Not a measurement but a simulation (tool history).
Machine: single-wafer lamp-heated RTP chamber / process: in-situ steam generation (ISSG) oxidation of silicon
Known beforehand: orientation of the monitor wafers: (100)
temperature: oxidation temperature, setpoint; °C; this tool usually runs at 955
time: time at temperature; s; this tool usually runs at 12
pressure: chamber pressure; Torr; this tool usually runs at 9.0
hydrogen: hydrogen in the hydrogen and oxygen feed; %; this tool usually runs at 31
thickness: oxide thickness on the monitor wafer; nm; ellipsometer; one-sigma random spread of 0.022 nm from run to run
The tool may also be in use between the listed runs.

run	day	temperature	time	pressure	hydrogen	read-back reference wafer on the same gauge, thickness	thickness
1	0.000	947	12	9.0	31	4.799	4.180
2	1.004	947	12	9.0	31	4.807	4.167
# day 2.225: pyrometer window cleaned and pyrometer calibrated
3	3.075	947	12	9.0	31	4.805	4.101
4	5.825	955	12	8.5	31	4.794	4.329
# day 7.542: pyrometer window cleaned and pyrometer calibrated
5	7.796	955	12	9.0	31	4.813	4.203
# day 9.900: pressure gauge zeroed
6	10.483	955	12	9.0	31	4.793	4.226
# day 12.671: pyrometer window cleaned and pyrometer calibrated
7	12.692	955	12	9.0	31	4.793	4.140
8	13.396	955	12	9.0	31	4.793	4.185
9	14.479	936	10	8.4	22	4.801	3.463
# day 16.983: hydrogen flow controller replaced
10	17.004	955	12	9.0	27	4.796	4.108
# day 17.812: pyrometer window cleaned and pyrometer calibrated
# day 18.333: gauge calibrated
11	19.171	939	15	7.8	31	4.801	4.397
12	22.000	961	14	8.4	32	4.794	4.661

The next listed run, before its measurement:
13	23.412	955	12	9.0	31	?	?

read-back reference wafer on the same gauge, thickness: 4.800
thickness: 4.295 nm
With the hidden condition absent and the run-to-run variation left alone, this run would have shown thickness 4.180 nm.

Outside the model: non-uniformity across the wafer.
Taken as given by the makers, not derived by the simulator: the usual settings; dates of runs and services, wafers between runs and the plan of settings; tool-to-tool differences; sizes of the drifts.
